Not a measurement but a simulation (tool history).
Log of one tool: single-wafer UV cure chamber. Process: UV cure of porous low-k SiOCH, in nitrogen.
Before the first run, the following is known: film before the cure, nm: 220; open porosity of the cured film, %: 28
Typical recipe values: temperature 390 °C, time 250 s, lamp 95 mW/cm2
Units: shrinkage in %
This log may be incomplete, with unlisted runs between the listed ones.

run   hour  temperature  time  lamp  shrinkage
  1      0          400   250   123     14.692
  2      8          400   250   123      14.52
  3   25.9          390   250    95     12.878
  4   33.9          390   250    95      12.69
  5   48.6          390   250    95     12.573
  6   66.2          390   250    95     12.622
  7   83.4          390   250    95     12.419
  8   99.6          390   250    95     12.891
  9  106.8          390   250    95     12.597
 10  117.6          390   250    95     12.325
     134.2  -- UV bulbs replaced
 11  148.6          390   250    95     14.921
 12  165.8          390   250    95     14.815
 13  178.1          390   250    76     13.666
 14  185.4          379   100    68      8.198
 15    200          390   250    95     14.992
 16  207.9          390   250    95     14.864
     216.7  -- quartz window cleaned
 17  217.3          377   125    66      8.986
 18  227.8          403   250   129     16.591
 19  237.6          390   175    95     12.895
 20    245          390   250    95     14.786
 21  256.6          379   140    95     11.437
 22  269.6          390   330    95     16.112
 23  278.2          390   125   129      12.83

Consider 5 possible next runs. They are alternatives, not a sequence: every one starts from the tool as it was left by run 23. What does each give?
  A  278.6          378   250    95          ?
  B  278.6          405   250    95          ?
  C  278.6          372   390   127          ?
  D  278.6          390   250    63          ?
  E  278.6          380   300    74          ?

run  shrinkage
  A     14.419
  B     14.994
  C     18.341
  D     12.509
  E     14.102
Take away the tool's hidden state, keep each run's random variation, and the runs would have read:
run  shrinkage
  A     14.725
  B     15.302
  C     18.661
  D     12.803
  E     14.406
